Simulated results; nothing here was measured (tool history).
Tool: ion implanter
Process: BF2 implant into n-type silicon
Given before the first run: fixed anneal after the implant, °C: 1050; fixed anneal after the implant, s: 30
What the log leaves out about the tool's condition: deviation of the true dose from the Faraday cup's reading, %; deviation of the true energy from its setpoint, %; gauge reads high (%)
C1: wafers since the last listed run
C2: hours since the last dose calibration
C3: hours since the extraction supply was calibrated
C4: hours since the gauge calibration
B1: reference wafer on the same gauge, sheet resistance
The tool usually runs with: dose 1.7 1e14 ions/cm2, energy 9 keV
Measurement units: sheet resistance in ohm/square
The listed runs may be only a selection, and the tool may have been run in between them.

Run 1, hour 0: usual settings; C1 0; C2 1177.8; C3 5774.9; C4 88; B1 743.78. Result: sheet resistance 676.24 ohm/square.
Run 2, hour 16.6: usual settings; C1 315; C2 1194.4; C3 5791.5; C4 104.6; B1 743.71. Result: sheet resistance 679.54 ohm/square.
Run 3, hour 33: usual settings; C1 311; C2 1210.8; C3 5807.9; C4 121; B1 743.66. Result: sheet resistance 677.69 ohm/square.
Run 4, hour 76.1: usual settings; C1 819; C2 1253.9; C3 5851; C4 164.1; B1 743.6. Result: sheet resistance 682.22 ohm/square.
Run 5, hour 90.8: usual settings but energy 7.5 keV; C1 279; C2 1268.6; C3 5865.7; C4 178.8; B1 743.46. Result: sheet resistance 695.57 ohm/square.
Run 6, hour 99.9: usual settings but energy 7 keV; C1 172; C2 1277.7; C3 5874.8; C4 187.9; B1 744.15. Result: sheet resistance 703 ohm/square.
At hour 114.6: extraction supply calibrated.
Run 7, hour 129.9: usual settings but energy 7 keV; C1 418; C2 1307.7; C3 15.3; C4 217.9; B1 744.09. Result: sheet resistance 704.21 ohm/square.
Run 8, hour 139.6: usual settings; C1 184; C2 1317.4; C3 25; C4 227.6; B1 743.96. Result: sheet resistance 687.07 ohm/square.
Run 9, hour 156.9: usual settings but dose 2 1e14 ions/cm2, energy 10.5 keV; C1 328; C2 1334.7; C3 42.3; C4 244.9; B1 743.93. Result: sheet resistance 586.49 ohm/square.
Run 10, hour 168.4: usual settings but dose 1.88 1e14 ions/cm2, energy 12 keV; C1 218; C2 1346.2; C3 53.8; C4 256.4; B1 744.02. Result: sheet resistance 612.03 ohm/square.
At hour 168.7: gauge calibrated.
Run 11, hour 176.7: usual settings but dose 1.57 1e14 ions/cm2; C1 157; C2 1354.5; C3 62.1; C4 8; B1 744.09. Result: sheet resistance 734.82 ohm/square.
At hour 189.1: Faraday cup replaced and dose calibrated.
Run 12, hour 189.6: usual settings but dose 1.3 1e14 ions/cm2; C1 93; C2 0.5; C3 75; C4 20.9; B1 744.01. Result: sheet resistance 814.28 ohm/square.
Run 13, hour 195.7: usual settings but dose 1.35 1e14 ions/cm2, energy 6 keV; C1 115; C2 6.6; C3 81.1; C4 27; B1 744.02. Result: sheet resistance 826.86 ohm/square.
Run 14, hour 202.9: usual settings; C1 136; C2 13.8; C3 88.3; C4 34.2; B1 744.27. Result: sheet resistance 648.32 ohm/square.
Run 15, hour 213.5: usual settings but dose 2.05 1e14 ions/cm2; C1 201; C2 24.4; C3 98.9; C4 44.8; B1 744.12. Result: sheet resistance 549.8 ohm/square.
Run 16, hour 228.2: usual settings but dose 1.51 1e14 ions/cm2, energy 12 keV; C1 279; C2 39.1; C3 113.6; C4 59.5; B1 744.18. Result: sheet resistance 697.75 ohm/square.
Run 17, hour 236.8: usual settings; C1 163; C2 47.7; C3 122.2; C4 68.1; B1 743.91. Result: sheet resistance 647.58 ohm/square.

How the hidden state differs across the entries between the runs, from the last listed run before each to the first after it:
Logged between run 6 and run 7: extraction supply calibrated (hour 114.6)
  deviation of the true dose from the Faraday cup's reading, %: -5.43 -> -5.7
  what was measured, less what the result would be without the hidden state, sheet resistance: +33.16 -> +34.84 ohm/square
Logged between run 10 and run 11: gauge calibrated (hour 168.7)
  deviation of the true dose from the Faraday cup's reading, %: -6.04 -> -6.12
  what was measured, less what the result would be without the hidden state, sheet resistance: +32 -> +38.97 ohm/square
Logged between run 11 and run 12: Faraday cup replaced and dose calibrated (hour 189.1)
  deviation of the true dose from the Faraday cup's reading, %: -6.12 -> 0.694
  what was measured, less what the result would be without the hidden state, sheet resistance: +38.97 -> -4.87 ohm/square
